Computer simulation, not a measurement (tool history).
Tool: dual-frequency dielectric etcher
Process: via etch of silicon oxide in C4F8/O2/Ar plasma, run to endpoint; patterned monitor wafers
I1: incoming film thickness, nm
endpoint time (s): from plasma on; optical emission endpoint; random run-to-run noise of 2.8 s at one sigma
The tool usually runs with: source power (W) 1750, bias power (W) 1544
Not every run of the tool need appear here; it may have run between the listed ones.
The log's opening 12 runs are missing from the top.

run 13 hour=144.5 | source_power_(W)=1750 bias_power_(W)=1402 | I1=2040.6 | endpoint_time_(s)=536.1
run 14 hour=158.8 | source_power_(W)=1750 bias_power_(W)=1544 | I1=2028.6 | endpoint_time_(s)=514.6
-- hour=189.2 upper electrode replaced
run 15 hour=189.7 | source_power_(W)=1750 bias_power_(W)=1544 | I1=2016.7 | endpoint_time_(s)=514.3
run 16 hour=190.1 | source_power_(W)=1450 bias_power_(W)=1746 | I1=1990.1 | endpoint_time_(s)=525.5
-- hour=220.9 bias power generator calibrated
-- hour=228.9 wet clean of the chamber
run 17 hour=229.4 | source_power_(W)=1410 bias_power_(W)=1813 | I1=2030.6 | endpoint_time_(s)=531.5
run 18 hour=229.9 | source_power_(W)=1440 bias_power_(W)=1544 | I1=2034.9 | endpoint_time_(s)=567.1
-- hour=238 source power generator calibrated
run 19 hour=242 | source_power_(W)=1470 bias_power_(W)=1544 | I1=2019.3 | endpoint_time_(s)=556
run 20 hour=248.3 | source_power_(W)=1390 bias_power_(W)=1544 | I1=2049.8 | endpoint_time_(s)=573.9
run 21 hour=261.9 | source_power_(W)=1610 bias_power_(W)=1544 | I1=2002.9 | endpoint_time_(s)=524.3
run 22 hour=275.2 | source_power_(W)=1350 bias_power_(W)=1663 | I1=2024.1 | endpoint_time_(s)=564
run 23 hour=286.5 | source_power_(W)=2050 bias_power_(W)=1926 | I1=2031.3 | endpoint_time_(s)=446.6
run 24 hour=292.8 | source_power_(W)=2070 bias_power_(W)=1758 | I1=2032.5 | endpoint_time_(s)=460.2
run 25 hour=306 | source_power_(W)=1750 bias_power_(W)=1544 | I1=2034.9 | endpoint_time_(s)=513.7
run 26 hour=312.5 | source_power_(W)=2030 bias_power_(W)=1203 | I1=2026.5 | endpoint_time_(s)=523.3
run 27 hour=329.7 | source_power_(W)=1570 bias_power_(W)=1676 | I1=2015.4 | endpoint_time_(s)=523.9
run 28 hour=337.5 | source_power_(W)=1750 bias_power_(W)=1544 | I1=2037 | endpoint_time_(s)=516.6
run 29 hour=344 | source_power_(W)=1400 bias_power_(W)=1778 | I1=2034.2 | endpoint_time_(s)=544
run 30 hour=350.2 | source_power_(W)=1750 bias_power_(W)=1394 | I1=2030.3 | endpoint_time_(s)=536.8

Forecast each of these 5 alternatives for the next run:
run A hour=350.7 | source_power_(W)=1750 bias_power_(W)=1660 | I1=2011 | endpoint_time_(s)=?
run B hour=350.7 | source_power_(W)=1980 bias_power_(W)=1769 | I1=2011 | endpoint_time_(s)=?
run C hour=350.7 | source_power_(W)=1330 bias_power_(W)=1288 | I1=2011 | endpoint_time_(s)=?
run D hour=350.7 | source_power_(W)=1380 bias_power_(W)=1709 | I1=2011 | endpoint_time_(s)=?
run E hour=350.7 | source_power_(W)=2170 bias_power_(W)=1400 | I1=2011 | endpoint_time_(s)=?

run=A endpoint_time_(s)=499
run=B endpoint_time_(s)=462.7
run=C endpoint_time_(s)=615.7
run=D endpoint_time_(s)=549
run=E endpoint_time_(s)=480.7
With the hidden condition removed and each run's random variation left untouched, the same runs would have given:
run=A endpoint_time_(s)=499
run=B endpoint_time_(s)=462.7
run=C endpoint_time_(s)=615.7
run=D endpoint_time_(s)=549
run=E endpoint_time_(s)=480.7
